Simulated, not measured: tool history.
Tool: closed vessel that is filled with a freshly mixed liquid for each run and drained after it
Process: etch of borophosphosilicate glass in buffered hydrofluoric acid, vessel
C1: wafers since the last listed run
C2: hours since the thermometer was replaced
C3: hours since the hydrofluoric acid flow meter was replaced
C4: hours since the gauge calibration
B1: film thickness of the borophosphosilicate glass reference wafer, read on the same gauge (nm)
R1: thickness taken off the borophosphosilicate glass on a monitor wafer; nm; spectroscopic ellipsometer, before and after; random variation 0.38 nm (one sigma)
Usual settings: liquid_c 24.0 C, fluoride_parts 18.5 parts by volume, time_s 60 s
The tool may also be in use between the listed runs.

run 1 day=0.000 | liquid_c=24.0 fluoride_parts=18.5 time_s=40 | C1=0 C2=1027.4 C3=754.6 C4=718.5 | B1=50.01 | R1=29.49
run 2 day=4.442 | liquid_c=24.0 fluoride_parts=18.5 time_s=60 | C1=15479 C2=1134.0 C3=861.2 C4=825.1 | B1=49.98 | R1=43.34
run 3 day=8.742 | liquid_c=24.0 fluoride_parts=18.5 time_s=60 | C1=14985 C2=1237.2 C3=964.4 C4=928.3 | B1=49.99 | R1=44.03
run 4 day=10.642 | liquid_c=24.0 fluoride_parts=18.5 time_s=60 | C1=6621 C2=1282.8 C3=1010.0 C4=973.9 | B1=50.00 | R1=43.60
run 5 day=18.812 | liquid_c=24.0 fluoride_parts=18.5 time_s=60 | C1=28475 C2=1478.9 C3=1206.1 C4=1170.0 | B1=50.01 | R1=43.46
run 6 day=23.246 | liquid_c=25.5 fluoride_parts=17.0 time_s=60 | C1=15450 C2=1585.3 C3=1312.5 C4=1276.4 | B1=50.00 | R1=51.91
-- day=24.150 gauge calibrated
run 7 day=27.400 | liquid_c=24.0 fluoride_parts=18.5 time_s=60 | C1=14477 C2=1685.0 C3=1412.2 C4=78.0 | B1=50.00 | R1=43.96
run 8 day=29.304 | liquid_c=24.0 fluoride_parts=18.5 time_s=60 | C1=6636 C2=1730.7 C3=1457.9 C4=123.7 | B1=49.99 | R1=43.84
run 9 day=32.925 | liquid_c=24.0 fluoride_parts=18.5 time_s=60 | C1=12618 C2=1817.6 C3=1544.8 C4=210.6 | B1=50.00 | R1=44.12
run 10 day=34.771 | liquid_c=24.0 fluoride_parts=18.5 time_s=60 | C1=6432 C2=1861.9 C3=1589.1 C4=254.9 | B1=49.99 | R1=43.87
-- day=36.679 thermometer replaced
-- day=36.754 hydrofluoric acid flow meter replaced
run 11 day=38.921 | liquid_c=24.0 fluoride_parts=18.5 time_s=60 | C1=14172 C2=53.8 C3=52.0 C4=354.5 | B1=50.00 | R1=43.86
run 12 day=40.775 | liquid_c=24.0 fluoride_parts=21.5 time_s=60 | C1=6461 C2=98.3 C3=96.5 C4=399.0 | B1=49.97 | R1=38.84
run 13 day=44.679 | liquid_c=27.0 fluoride_parts=18.5 time_s=60 | C1=13606 C2=192.0 C3=190.2 C4=492.7 | B1=50.00 | R1=51.16
run 14 day=48.408 | liquid_c=24.0 fluoride_parts=18.5 time_s=60 | C1=12996 C2=281.5 C3=279.7 C4=582.2 | B1=49.99 | R1=43.07
run 15 day=51.846 | liquid_c=24.0 fluoride_parts=15.5 time_s=85 | C1=11979 C2=364.0 C3=362.2 C4=664.7 | B1=49.99 | R1=74.19
run 16 day=53.479 | liquid_c=24.0 fluoride_parts=15.0 time_s=30 | C1=5692 C2=403.2 C3=401.4 C4=703.9 | B1=50.00 | R1=27.15
run 17 day=55.892 | liquid_c=28.0 fluoride_parts=16.0 time_s=75 | C1=8407 C2=461.1 C3=459.3 C4=761.8 | B1=50.01 | R1=76.85
run 18 day=58.838 | liquid_c=26.0 fluoride_parts=25.5 time_s=95 | C1=10266 C2=531.8 C3=530.0 C4=832.5 | B1=50.01 | R1=60.65
run 19 day=61.692 | liquid_c=27.0 fluoride_parts=15.5 time_s=45 | C1=9946 C2=600.3 C3=598.5 C4=901.0 | B1=50.01 | R1=46.57
run 20 day=63.558 | liquid_c=24.0 fluoride_parts=18.5 time_s=50 | C1=6505 C2=645.1 C3=643.3 C4=945.8 | B1=50.02 | R1=36.67
run 21 day=67.717 | liquid_c=28.5 fluoride_parts=23.5 time_s=45 | C1=14491 C2=744.9 C3=743.1 C4=1045.6 | B1=49.99 | R1=34.82

3 ways to go on from here, each from the tool as it stands after run 21. What would each give?
run A day=67.746 | liquid_c=21.5 fluoride_parts=18.5 time_s=60 | C1=101 C2=745.6 C3=743.8 C4=1046.3 | B1=? | R1=?
run B day=67.746 | liquid_c=20.0 fluoride_parts=23.0 time_s=30 | C1=101 C2=745.6 C3=743.8 C4=1046.3 | B1=? | R1=?
run C day=67.746 | liquid_c=26.0 fluoride_parts=15.5 time_s=85 | C1=101 C2=745.6 C3=743.8 C4=1046.3 | B1=? | R1=?

run=A B1=50.01 R1=38.39
run=B B1=50.01 R1=14.85
run=C B1=50.01 R1=82.68
Without the tool's hidden state the same runs would have given:
run=A R1=38.39
run=B R1=14.85
run=C R1=82.68
